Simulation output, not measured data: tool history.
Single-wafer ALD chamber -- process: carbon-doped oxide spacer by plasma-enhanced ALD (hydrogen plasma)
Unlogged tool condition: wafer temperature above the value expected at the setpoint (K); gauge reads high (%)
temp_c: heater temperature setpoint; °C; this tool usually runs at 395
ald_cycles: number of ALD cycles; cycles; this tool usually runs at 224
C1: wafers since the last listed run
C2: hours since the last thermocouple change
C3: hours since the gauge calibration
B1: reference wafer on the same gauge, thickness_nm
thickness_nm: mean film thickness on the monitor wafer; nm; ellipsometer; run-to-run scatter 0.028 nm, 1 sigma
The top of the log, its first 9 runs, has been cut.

{"run": 10, "hour": 384.8, "temp_c": 395, "ald_cycles": 224, "C1": 36, "C2": 2305.9, "C3": 789.8, "B1": 12.694, "thickness_nm": 11.093}
{"run": 11, "hour": 440.0, "temp_c": 395, "ald_cycles": 224, "C1": 58, "C2": 2361.1, "C3": 845.0, "B1": 12.698, "thickness_nm": 11.084}
{"run": 12, "hour": 647.8, "temp_c": 395, "ald_cycles": 224, "C1": 218, "C2": 2568.9, "C3": 1052.8, "B1": 12.657, "thickness_nm": 11.104}
{"run": 13, "hour": 712.6, "temp_c": 401, "ald_cycles": 224, "C1": 68, "C2": 2633.7, "C3": 1117.6, "B1": 12.657, "thickness_nm": 11.05}
{"run": 14, "hour": 768.3, "temp_c": 401, "ald_cycles": 224, "C1": 58, "C2": 2689.4, "C3": 1173.3, "B1": 12.661, "thickness_nm": 11.023}
{"run": 15, "hour": 800.2, "temp_c": 401, "ald_cycles": 224, "C1": 33, "C2": 2721.3, "C3": 1205.2, "B1": 12.66, "thickness_nm": 11.036}
{"run": 16, "hour": 869.0, "temp_c": 395, "ald_cycles": 224, "C1": 72, "C2": 2790.1, "C3": 1274.0, "B1": 12.658, "thickness_nm": 11.072}
{"run": 17, "hour": 907.2, "temp_c": 395, "ald_cycles": 224, "C1": 40, "C2": 2828.3, "C3": 1312.2, "B1": 12.636, "thickness_nm": 11.069}
{"run": 18, "hour": 961.9, "temp_c": 395, "ald_cycles": 187, "C1": 57, "C2": 2883.0, "C3": 1366.9, "B1": 12.658, "thickness_nm": 9.2}
{"hour": 997.4, "done": "thermocouple changed; heater temperature recalibrated"}
{"run": 19, "hour": 1001.1, "temp_c": 395, "ald_cycles": 224, "C1": 32, "C2": 3.7, "C3": 1406.1, "B1": 12.658, "thickness_nm": 11.075}
{"run": 20, "hour": 1062.5, "temp_c": 389, "ald_cycles": 253, "C1": 64, "C2": 65.1, "C3": 1467.5, "B1": 12.647, "thickness_nm": 12.512}
{"run": 21, "hour": 1124.8, "temp_c": 395, "ald_cycles": 224, "C1": 65, "C2": 127.4, "C3": 1529.8, "B1": 12.628, "thickness_nm": 11.088}
{"run": 22, "hour": 1154.6, "temp_c": 391, "ald_cycles": 224, "C1": 31, "C2": 157.2, "C3": 1559.6, "B1": 12.639, "thickness_nm": 11.025}
{"run": 23, "hour": 1213.2, "temp_c": 400, "ald_cycles": 204, "C1": 61, "C2": 215.8, "C3": 1618.2, "B1": 12.632, "thickness_nm": 10.085}
{"run": 24, "hour": 1241.6, "temp_c": 390, "ald_cycles": 224, "C1": 29, "C2": 244.2, "C3": 1646.6, "B1": 12.626, "thickness_nm": 11.108}
{"hour": 1289.6, "done": "gauge calibrated"}
{"run": 25, "hour": 1299.8, "temp_c": 403, "ald_cycles": 187, "C1": 61, "C2": 302.4, "C3": 10.2, "B1": 12.881, "thickness_nm": 9.365}
{"run": 26, "hour": 1326.1, "temp_c": 395, "ald_cycles": 224, "C1": 27, "C2": 328.7, "C3": 36.5, "B1": 12.871, "thickness_nm": 11.271}
{"run": 27, "hour": 1397.8, "temp_c": 390, "ald_cycles": 224, "C1": 75, "C2": 400.4, "C3": 108.2, "B1": 12.853, "thickness_nm": 11.285}
{"run": 28, "hour": 1428.2, "temp_c": 409, "ald_cycles": 224, "C1": 31, "C2": 430.8, "C3": 138.6, "B1": 12.841, "thickness_nm": 11.011}
{"run": 29, "hour": 1495.3, "temp_c": 395, "ald_cycles": 224, "C1": 70, "C2": 497.9, "C3": 205.7, "B1": 12.815, "thickness_nm": 11.218}
{"run": 30, "hour": 1559.3, "temp_c": 404, "ald_cycles": 224, "C1": 67, "C2": 561.9, "C3": 269.7, "B1": 12.774, "thickness_nm": 11.083}
{"run": 31, "hour": 1585.5, "temp_c": 395, "ald_cycles": 224, "C1": 27, "C2": 588.1, "C3": 295.9, "B1": 12.769, "thickness_nm": 11.163}
{"run": 32, "hour": 1647.6, "temp_c": 382, "ald_cycles": 186, "C1": 65, "C2": 650.2, "C3": 358.0, "B1": 12.769, "thickness_nm": 9.236}
{"run": 33, "hour": 1689.5, "temp_c": 405, "ald_cycles": 192, "C1": 44, "C2": 692.1, "C3": 399.9, "B1": 12.757, "thickness_nm": 9.439}
{"run": 34, "hour": 1755.2, "temp_c": 385, "ald_cycles": 254, "C1": 69, "C2": 757.8, "C3": 465.6, "B1": 12.747, "thickness_nm": 12.591}

Alternative continuations, all from the tool just after run 34; predict every row:
{"run": "A", "hour": 1755.9, "temp_c": 395, "ald_cycles": 266, "C1": 0, "C2": 758.5, "C3": 466.3, "B1": "?", "thickness_nm": "?"}
{"run": "B", "hour": 1755.9, "temp_c": 381, "ald_cycles": 224, "C1": 0, "C2": 758.5, "C3": 466.3, "B1": "?", "thickness_nm": "?"}
{"run": "C", "hour": 1755.9, "temp_c": 406, "ald_cycles": 185, "C1": 0, "C2": 758.5, "C3": 466.3, "B1": "?", "thickness_nm": "?"}
{"run": "D", "hour": 1755.9, "temp_c": 382, "ald_cycles": 181, "C1": 0, "C2": 758.5, "C3": 466.3, "B1": "?", "thickness_nm": "?"}

run=A B1=12.747 thickness_nm=13.190
run=B B1=12.747 thickness_nm=11.107
run=C B1=12.747 thickness_nm=9.045
run=D B1=12.747 thickness_nm=8.975
The same runs, with their run-to-run variation unchanged, on a tool lacking any hidden condition would have given:
run=A thickness_nm=13.351
run=B thickness_nm=11.243
run=C thickness_nm=9.155
run=D thickness_nm=9.084
